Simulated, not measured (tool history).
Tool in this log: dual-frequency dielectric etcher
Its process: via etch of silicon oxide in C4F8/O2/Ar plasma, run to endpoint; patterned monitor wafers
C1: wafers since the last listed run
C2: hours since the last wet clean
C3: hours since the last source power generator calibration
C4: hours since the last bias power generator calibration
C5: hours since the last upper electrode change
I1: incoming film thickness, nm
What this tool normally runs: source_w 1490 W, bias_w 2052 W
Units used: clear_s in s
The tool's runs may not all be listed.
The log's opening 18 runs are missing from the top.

run 19 hour=217.2 | source_w=1490 bias_w=2052 | C1=52 C2=90.6 C3=2193.2 C4=38.4 C5=190.6 | I1=1409.8 | clear_s=297.5
run 20 hour=223.7 | source_w=1310 bias_w=2463 | C1=53 C2=97.1 C3=2199.7 C4=44.9 C5=197.1 | I1=1404.9 | clear_s=303.8
-- hour=233.4 source power generator calibrated
run 21 hour=233.9 | source_w=1490 bias_w=2052 | C1=51 C2=107.3 C3=0.5 C4=55.1 C5=207.3 | I1=1409.8 | clear_s=297.4
run 22 hour=246.8 | source_w=1300 bias_w=2301 | C1=106 C2=120.2 C3=13.4 C4=68 C5=220.2 | I1=1406.8 | clear_s=311.6
run 23 hour=260.9 | source_w=1490 bias_w=2052 | C1=116 C2=134.3 C3=27.5 C4=82.1 C5=234.3 | I1=1412.1 | clear_s=298.2
run 24 hour=272.4 | source_w=1490 bias_w=2052 | C1=95 C2=145.8 C3=39 C4=93.6 C5=245.8 | I1=1400.1 | clear_s=298.2
run 25 hour=288.1 | source_w=1250 bias_w=1643 | C1=129 C2=161.5 C3=54.7 C4=109.3 C5=261.5 | I1=1411.7 | clear_s=335.4
run 26 hour=296.2 | source_w=1490 bias_w=2052 | C1=67 C2=169.6 C3=62.8 C4=117.4 C5=269.6 | I1=1401.9 | clear_s=296.6
run 27 hour=308.9 | source_w=1490 bias_w=2052 | C1=105 C2=182.3 C3=75.5 C4=130.1 C5=282.3 | I1=1412.1 | clear_s=298.6
run 28 hour=318.3 | source_w=1290 bias_w=2052 | C1=77 C2=191.7 C3=84.9 C4=139.5 C5=291.7 | I1=1426.1 | clear_s=318.9
run 29 hour=326.6 | source_w=1490 bias_w=2204 | C1=68 C2=200 C3=93.2 C4=147.8 C5=300 | I1=1416.6 | clear_s=295.5
run 30 hour=337.1 | source_w=1750 bias_w=1628 | C1=86 C2=210.5 C3=103.7 C4=158.3 C5=310.5 | I1=1399.6 | clear_s=281.5

Run 31 comes next. What will it give?
run 31 hour=344 | source_w=1350 bias_w=1623 | C1=57 C2=217.4 C3=110.6 C4=165.2 C5=317.4 | I1=1398.3 | clear_s=?

Run 31 gave clear_s 317 s.
With no hidden state in the tool, this same run would have given clear_s 322.5 s.
